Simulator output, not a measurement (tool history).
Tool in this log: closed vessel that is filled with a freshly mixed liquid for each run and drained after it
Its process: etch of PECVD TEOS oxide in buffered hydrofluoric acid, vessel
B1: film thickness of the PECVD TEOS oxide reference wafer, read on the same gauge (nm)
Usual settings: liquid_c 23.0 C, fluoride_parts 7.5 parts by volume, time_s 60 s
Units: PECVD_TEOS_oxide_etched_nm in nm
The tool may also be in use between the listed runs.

{"run": 1, "hour": 0.0, "liquid_c": 23.0, "fluoride_parts": 7.5, "time_s": 70, "B1": 152.34, "PECVD_TEOS_oxide_etched_nm": 104.06}
{"run": 2, "hour": 27.2, "liquid_c": 23.0, "fluoride_parts": 7.5, "time_s": 70, "B1": 152.52, "PECVD_TEOS_oxide_etched_nm": 105.36}
{"run": 3, "hour": 49.1, "liquid_c": 24.5, "fluoride_parts": 7.5, "time_s": 60, "B1": 152.63, "PECVD_TEOS_oxide_etched_nm": 96.62}
{"run": 4, "hour": 72.3, "liquid_c": 24.5, "fluoride_parts": 7.5, "time_s": 60, "B1": 152.81, "PECVD_TEOS_oxide_etched_nm": 96.34}
{"run": 5, "hour": 91.5, "liquid_c": 23.0, "fluoride_parts": 7.5, "time_s": 60, "B1": 152.88, "PECVD_TEOS_oxide_etched_nm": 88.76}
{"run": 6, "hour": 116.7, "liquid_c": 23.0, "fluoride_parts": 7.5, "time_s": 60, "B1": 153.05, "PECVD_TEOS_oxide_etched_nm": 89.54}
{"run": 7, "hour": 132.0, "liquid_c": 23.0, "fluoride_parts": 7.5, "time_s": 60, "B1": 153.18, "PECVD_TEOS_oxide_etched_nm": 89.17}
{"run": 8, "hour": 152.0, "liquid_c": 23.0, "fluoride_parts": 7.5, "time_s": 60, "B1": 153.28, "PECVD_TEOS_oxide_etched_nm": 90.17}
{"run": 9, "hour": 169.8, "liquid_c": 23.0, "fluoride_parts": 7.5, "time_s": 60, "B1": 153.4, "PECVD_TEOS_oxide_etched_nm": 90.28}
{"run": 10, "hour": 195.1, "liquid_c": 23.0, "fluoride_parts": 7.5, "time_s": 60, "B1": 153.51, "PECVD_TEOS_oxide_etched_nm": 91.15}
{"run": 11, "hour": 214.7, "liquid_c": 23.0, "fluoride_parts": 7.5, "time_s": 60, "B1": 153.65, "PECVD_TEOS_oxide_etched_nm": 90.4}
{"run": 12, "hour": 227.1, "liquid_c": 23.0, "fluoride_parts": 7.5, "time_s": 60, "B1": 153.76, "PECVD_TEOS_oxide_etched_nm": 90.51}
{"hour": 237.8, "done": "hydrofluoric acid flow meter replaced"}
{"run": 13, "hour": 249.1, "liquid_c": 23.0, "fluoride_parts": 7.5, "time_s": 60, "B1": 153.86, "PECVD_TEOS_oxide_etched_nm": 90.14}
{"run": 14, "hour": 269.0, "liquid_c": 23.0, "fluoride_parts": 5.5, "time_s": 60, "B1": 153.99, "PECVD_TEOS_oxide_etched_nm": 118.35}
{"run": 15, "hour": 303.5, "liquid_c": 23.0, "fluoride_parts": 7.5, "time_s": 60, "B1": 154.1, "PECVD_TEOS_oxide_etched_nm": 90.54}
{"run": 16, "hour": 326.0, "liquid_c": 18.5, "fluoride_parts": 9.5, "time_s": 40, "B1": 154.28, "PECVD_TEOS_oxide_etched_nm": 37.08}
{"run": 17, "hour": 339.3, "liquid_c": 25.0, "fluoride_parts": 10.5, "time_s": 50, "B1": 154.36, "PECVD_TEOS_oxide_etched_nm": 61.38}
{"run": 18, "hour": 366.4, "liquid_c": 23.0, "fluoride_parts": 7.5, "time_s": 60, "B1": 154.48, "PECVD_TEOS_oxide_etched_nm": 90.12}
{"run": 19, "hour": 378.5, "liquid_c": 23.0, "fluoride_parts": 7.5, "time_s": 60, "B1": 154.64, "PECVD_TEOS_oxide_etched_nm": 89.89}
{"run": 20, "hour": 399.7, "liquid_c": 26.0, "fluoride_parts": 7.5, "time_s": 30, "B1": 154.76, "PECVD_TEOS_oxide_etched_nm": 54.18}
{"run": 21, "hour": 425.1, "liquid_c": 23.0, "fluoride_parts": 7.5, "time_s": 60, "B1": 154.89, "PECVD_TEOS_oxide_etched_nm": 90.61}
{"hour": 426.3, "done": "thermometer replaced"}
{"run": 22, "hour": 442.7, "liquid_c": 23.0, "fluoride_parts": 7.5, "time_s": 60, "B1": 155.03, "PECVD_TEOS_oxide_etched_nm": 90.82}
{"hour": 465.8, "done": "gauge calibrated"}
{"run": 23, "hour": 468.0, "liquid_c": 25.5, "fluoride_parts": 6.5, "time_s": 70, "B1": 150.68, "PECVD_TEOS_oxide_etched_nm": 134.47}
{"run": 24, "hour": 491.4, "liquid_c": 26.5, "fluoride_parts": 9.0, "time_s": 75, "B1": 150.88, "PECVD_TEOS_oxide_etched_nm": 108.81}
{"run": 25, "hour": 516.8, "liquid_c": 26.5, "fluoride_parts": 5.0, "time_s": 60, "B1": 150.96, "PECVD_TEOS_oxide_etched_nm": 150.83}
{"run": 26, "hour": 531.3, "liquid_c": 18.0, "fluoride_parts": 5.5, "time_s": 60, "B1": 151.06, "PECVD_TEOS_oxide_etched_nm": 87.41}
{"run": 27, "hour": 545.5, "liquid_c": 20.0, "fluoride_parts": 7.5, "time_s": 35, "B1": 151.13, "PECVD_TEOS_oxide_etched_nm": 43.51}
{"run": 28, "hour": 561.8, "liquid_c": 23.0, "fluoride_parts": 7.5, "time_s": 60, "B1": 151.25, "PECVD_TEOS_oxide_etched_nm": 87.81}
{"run": 29, "hour": 576.0, "liquid_c": 23.0, "fluoride_parts": 5.0, "time_s": 60, "B1": 151.32, "PECVD_TEOS_oxide_etched_nm": 128.0}
{"run": 30, "hour": 654.9, "liquid_c": 25.5, "fluoride_parts": 7.5, "time_s": 85, "B1": 151.83, "PECVD_TEOS_oxide_etched_nm": 141.22}
{"run": 31, "hour": 684.7, "liquid_c": 23.0, "fluoride_parts": 10.0, "time_s": 60, "B1": 151.97, "PECVD_TEOS_oxide_etched_nm": 68.65}
{"hour": 690.2, "done": "hydrofluoric acid flow meter replaced"}
{"run": 32, "hour": 704.1, "liquid_c": 23.0, "fluoride_parts": 7.5, "time_s": 40, "B1": 152.07, "PECVD_TEOS_oxide_etched_nm": 59.24}

5 ways to go on from here, each from the tool as it stands after run 32. What would each give?
{"run": "A", "hour": 704.8, "liquid_c": 23.0, "fluoride_parts": 7.5, "time_s": 45, "B1": "?", "PECVD_TEOS_oxide_etched_nm": "?"}
{"run": "B", "hour": 704.8, "liquid_c": 23.0, "fluoride_parts": 7.5, "time_s": 85, "B1": "?", "PECVD_TEOS_oxide_etched_nm": "?"}
{"run": "C", "hour": 704.8, "liquid_c": 23.0, "fluoride_parts": 6.0, "time_s": 60, "B1": "?", "PECVD_TEOS_oxide_etched_nm": "?"}
{"run": "D", "hour": 704.8, "liquid_c": 27.0, "fluoride_parts": 7.5, "time_s": 35, "B1": "?", "PECVD_TEOS_oxide_etched_nm": "?"}
{"run": "E", "hour": 704.8, "liquid_c": 19.0, "fluoride_parts": 6.5, "time_s": 45, "B1": "?", "PECVD_TEOS_oxide_etched_nm": "?"}

run=A B1=152.11 PECVD_TEOS_oxide_etched_nm=66.74
run=B B1=152.11 PECVD_TEOS_oxide_etched_nm=126.06
run=C B1=152.11 PECVD_TEOS_oxide_etched_nm=109.57
run=D B1=152.11 PECVD_TEOS_oxide_etched_nm=64.45
run=E B1=152.11 PECVD_TEOS_oxide_etched_nm=61.40
The same runs, with their run-to-run variation unchanged, on a tool lacking any hidden condition would have given:
run=A PECVD_TEOS_oxide_etched_nm=65.81
run=B PECVD_TEOS_oxide_etched_nm=124.32
run=C PECVD_TEOS_oxide_etched_nm=108.05
run=D PECVD_TEOS_oxide_etched_nm=63.56
run=E PECVD_TEOS_oxide_etched_nm=60.55
